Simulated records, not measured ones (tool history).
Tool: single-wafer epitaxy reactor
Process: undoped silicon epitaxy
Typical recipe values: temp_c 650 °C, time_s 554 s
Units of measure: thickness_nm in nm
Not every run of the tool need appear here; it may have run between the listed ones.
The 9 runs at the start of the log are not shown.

run,hour,temp_c,time_s,wafers since the last listed run,hours since the last pyrometer calibration,hours since the gauge calibration,"read-back reference wafer on the same gauge, thickness_nm",thickness_nm
10,203.6,654,554,96,1295.0,587.7,104.419,97.422
11,234.3,650,554,150,1325.7,618.4,104.383,88.192
12,254.4,650,554,98,1345.8,638.5,104.401,88.660
13,286.9,650,554,159,1378.3,671.0,104.408,88.486
14,321.8,650,554,171,1413.2,705.9,104.425,88.441
15,408.2,650,554,424,1499.6,792.3,104.450,88.041
16,431.3,650,554,113,1522.7,815.4,104.415,88.471
# hour 460.5: pyrometer calibrated
17,461.0,650,491,106,0.5,845.1,104.379,80.780
18,486.0,655,461,122,25.5,870.1,104.412,85.167
# hour 501.8: gauge calibrated
19,514.0,657,507,137,53.5,12.2,104.383,97.890
20,538.1,650,554,118,77.6,36.3,104.390,90.586
21,562.7,650,554,120,102.2,60.9,104.382,90.982
22,584.1,659,589,105,123.6,82.3,104.358,119.002
23,604.5,642,474,100,144.0,102.7,104.399,63.935
24,644.0,650,661,193,183.5,142.2,104.423,107.667
25,665.9,661,554,107,205.4,164.1,104.367,116.574
26,684.9,658,485,93,224.4,183.1,104.356,95.340

Forecast run 27:
27,709.1,640,499,118,248.6,207.3,?,?

{"run 27": {"read-back reference wafer on the same gauge, thickness_nm": 104.4, "thickness_nm": 64.131}}
With the hidden condition absent and the run-to-run variation left alone, this run would have shown thickness_nm 64.498 nm.

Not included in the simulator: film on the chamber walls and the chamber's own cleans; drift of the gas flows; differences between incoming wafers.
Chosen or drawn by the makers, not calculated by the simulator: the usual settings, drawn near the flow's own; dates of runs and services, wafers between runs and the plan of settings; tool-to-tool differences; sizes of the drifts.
